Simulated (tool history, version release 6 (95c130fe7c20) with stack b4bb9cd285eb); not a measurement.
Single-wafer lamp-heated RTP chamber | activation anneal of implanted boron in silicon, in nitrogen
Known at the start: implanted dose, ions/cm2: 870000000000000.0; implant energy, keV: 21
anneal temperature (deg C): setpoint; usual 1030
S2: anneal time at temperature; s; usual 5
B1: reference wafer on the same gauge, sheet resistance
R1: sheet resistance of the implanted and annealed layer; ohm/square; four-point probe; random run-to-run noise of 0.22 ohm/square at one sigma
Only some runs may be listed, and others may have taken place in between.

Run 1, hour 0: usual settings; B1 164.01. Result: R1 137.68 ohm/square.
Run 2, hour 92.2: usual settings; B1 163.97. Result: R1 137 ohm/square.
At hour 141.7: reflector plate cleaned.
Run 3, hour 142.2: usual settings; B1 163.95. Result: R1 137.05 ohm/square.
Run 4, hour 187.9: usual settings; B1 164.01. Result: R1 137.15 ohm/square.
Run 5, hour 320.4: usual settings; B1 163.97. Result: R1 136.58 ohm/square.
Run 6, hour 400.8: usual settings; B1 163.97. Result: R1 136.72 ohm/square.
At hour 410.1: pyrometer window cleaned and pyrometer calibrated.
Run 7, hour 484.1: usual settings but S2 4 s; B1 163.99. Result: R1 137.9 ohm/square.
Run 8, hour 556.9: usual settings but S2 4 s; B1 163.99. Result: R1 137.81 ohm/square.
Run 9, hour 661.2: usual settings but anneal temperature (deg C) 1023; B1 163.95. Result: R1 138.47 ohm/square.
Run 10, hour 721.5: usual settings but anneal temperature (deg C) 1023; B1 163.99. Result: R1 138.24 ohm/square.
Run 11, hour 829.2: usual settings but anneal temperature (deg C) 1023; B1 164. Result: R1 137.86 ohm/square.
Run 12, hour 878.6: usual settings but anneal temperature (deg C) 1021; B1 164.05. Result: R1 138.26 ohm/square.
Run 13, hour 959.5: usual settings but anneal temperature (deg C) 1021; B1 164.02. Result: R1 138.13 ohm/square.
Run 14, hour 1004.3: usual settings but anneal temperature (deg C) 1021; B1 163.97. Result: R1 137.64 ohm/square.
At hour 1069: pyrometer window cleaned and pyrometer calibrated.
Run 15, hour 1069.5: usual settings but anneal temperature (deg C) 1014, S2 6 s; B1 164.05. Result: R1 140.26 ohm/square.
Run 16, hour 1153.5: usual settings but anneal temperature (deg C) 1053, S2 7 s; B1 163.98. Result: R1 135.94 ohm/square.
Run 17, hour 1218: usual settings but anneal temperature (deg C) 1011; B1 163.97. Result: R1 141.43 ohm/square.
Run 18, hour 1309.3: usual settings but anneal temperature (deg C) 1058; B1 164.01. Result: R1 136.46 ohm/square.
At hour 1346.5: reflector plate cleaned.
Run 19, hour 1383.4: usual settings but anneal temperature (deg C) 1006, S2 7 s; B1 164.05. Result: R1 141.55 ohm/square.
Run 20, hour 1461.9: usual settings but anneal temperature (deg C) 1016, S2 3 s; B1 163.99. Result: R1 139.87 ohm/square.
Run 21, hour 1563: usual settings but anneal temperature (deg C) 1004, S2 4 s; B1 164.04. Result: R1 141.38 ohm/square.
Run 22, hour 1632.4: usual settings but anneal temperature (deg C) 1041; B1 164.09. Result: R1 136.75 ohm/square.
At hour 1651.6: pyrometer window cleaned and pyrometer calibrated.
Run 23, hour 1685.4: usual settings but anneal temperature (deg C) 1020, S2 7 s; B1 164.02. Result: R1 138.91 ohm/square.
Run 24, hour 1786.4: usual settings but anneal temperature (deg C) 1059, S2 6 s; B1 163.98. Result: R1 136.31 ohm/square.
Run 25, hour 1966.7: usual settings but anneal temperature (deg C) 1044, S2 4 s; B1 163.95. Result: R1 136.42 ohm/square.
Run 26, hour 2036.6: usual settings but anneal temperature (deg C) 1001, S2 7 s; B1 163.97. Result: R1 142.51 ohm/square.
Run 27, hour 2097.5: usual settings but S2 8 s; B1 163.92. Result: R1 136.68 ohm/square.
Run 28, hour 2139.3: usual settings; B1 164.02. Result: R1 136.85 ohm/square.
At hour 2140.7: gauge calibrated.
Run 29, hour 2246: usual settings but anneal temperature (deg C) 1053, S2 4 s; B1 163.94. Result: R1 136.46 ohm/square.
At hour 2290.4: pyrometer window cleaned and pyrometer calibrated.
Run 30, hour 2352.7: usual settings but anneal temperature (deg C) 1054; B1 164.05. Result: R1 136.07 ohm/square.
At hour 2398.7: reflector plate cleaned.
Run 31, hour 2440.2: usual settings but anneal temperature (deg C) 1052; B1 164.06. Result: R1 136.69 ohm/square.
Run 32, hour 2512.4: usual settings but anneal temperature (deg C) 1053, S2 7 s; B1 163.96. Result: R1 136.11 ohm/square.
Run 33, hour 2561.2: usual settings; B1 164.03. Result: R1 137.69 ohm/square.
Run 34, hour 2656.8: usual settings but anneal temperature (deg C) 1008; B1 163.97. Result: R1 141.37 ohm/square.
Run 35, hour 2696: usual settings but S2 4 s; B1 163.95. Result: R1 137.23 ohm/square.
Run 36, hour 2800.5: usual settings but anneal temperature (deg C) 1004, S2 8 s; B1 164. Result: R1 140.29 ohm/square.

Each row is a separate what-if for the run after 36, all from the same tool condition, not one after another. Results?
Run A, hour 2800.9: usual settings but anneal temperature (deg C) 1019; B1 ?. Result: R1 ?.
Run B, hour 2800.9: usual settings but anneal temperature (deg C) 1038, S2 4 s; B1 ?. Result: R1 ?.
Run C, hour 2800.9: usual settings but anneal temperature (deg C) 1053, S2 8 s; B1 ?. Result: R1 ?.
Run D, hour 2800.9: usual settings but anneal temperature (deg C) 1042, S2 8 s; B1 ?. Result: R1 ?.

run      B1      R1
  A  163.98  138.18
  B  163.98  136.63
  C  163.98  136.24
  D  163.98  136.37
Without the tool's hidden state the same runs would have given:
run      R1
  A  139.67
  B   137.2
  C  136.33
  D  136.67

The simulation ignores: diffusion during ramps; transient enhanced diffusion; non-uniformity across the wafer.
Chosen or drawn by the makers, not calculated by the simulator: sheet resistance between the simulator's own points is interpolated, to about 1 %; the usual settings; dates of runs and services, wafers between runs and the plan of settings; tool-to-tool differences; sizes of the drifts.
